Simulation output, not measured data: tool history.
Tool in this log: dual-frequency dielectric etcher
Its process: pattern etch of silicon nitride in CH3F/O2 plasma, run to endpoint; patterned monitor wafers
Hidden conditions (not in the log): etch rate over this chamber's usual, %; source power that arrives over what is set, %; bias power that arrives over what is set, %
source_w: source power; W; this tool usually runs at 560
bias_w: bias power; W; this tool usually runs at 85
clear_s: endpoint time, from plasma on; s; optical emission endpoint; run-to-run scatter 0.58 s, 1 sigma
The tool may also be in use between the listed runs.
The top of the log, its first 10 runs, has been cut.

| run | hour | source_w | bias_w | wafers since the last listed run | hours since the last wet clean | hours since the last source power generator calibration | hours since the last bias power generator calibration | hours since the last upper electrode change | incoming incoming film thickness, nm | clear_s |
|---|---|---|---|---|---|---|---|---|---|---|
| 11 | 999.9 | 560 | 85 | 478 | 428.8 | 3936.6 | 160.2 | 647.0 | 79.6 | 70.4 |
| 12 | 1103.0 | 560 | 85 | 600 | 531.9 | 4039.7 | 263.3 | 750.1 | 81.3 | 71.7 |
| 13 | 1155.1 | 560 | 76 | 303 | 584.0 | 4091.8 | 315.4 | 802.2 | 80.7 | 72.6 |
|  | 1195.6 | wet clean of the chamber |
| 14 | 1213.1 | 620 | 85 | 197 | 17.5 | 4149.8 | 373.4 | 860.2 | 81.1 | 70.7 |
| 15 | 1289.6 | 560 | 97 | 445 | 94.0 | 4226.3 | 449.9 | 936.7 | 80.2 | 70.4 |
|  | 1336.0 | source power generator calibrated |
| 16 | 1340.4 | 620 | 103 | 272 | 144.8 | 4.4 | 500.7 | 987.5 | 80.1 | 66.4 |
| 17 | 1380.4 | 560 | 85 | 232 | 184.8 | 44.4 | 540.7 | 1027.5 | 80.9 | 73.0 |
| 18 | 1469.5 | 490 | 105 | 518 | 273.9 | 133.5 | 629.8 | 1116.6 | 80.8 | 72.1 |
| 19 | 1513.0 | 670 | 97 | 253 | 317.4 | 177.0 | 673.3 | 1160.1 | 80.7 | 64.4 |

Estimate the outcome of run 20 from the log above:
| 20 | 1617.2 | 480 | 104 | 606 | 421.6 | 281.2 | 777.5 | 1264.3 | 81.0 | ? |

{"run 20": {"clear_s": 71.7}}
If the tool had no hidden condition, the same run with the same run-to-run variation would have returned clear_s 74.2 s.
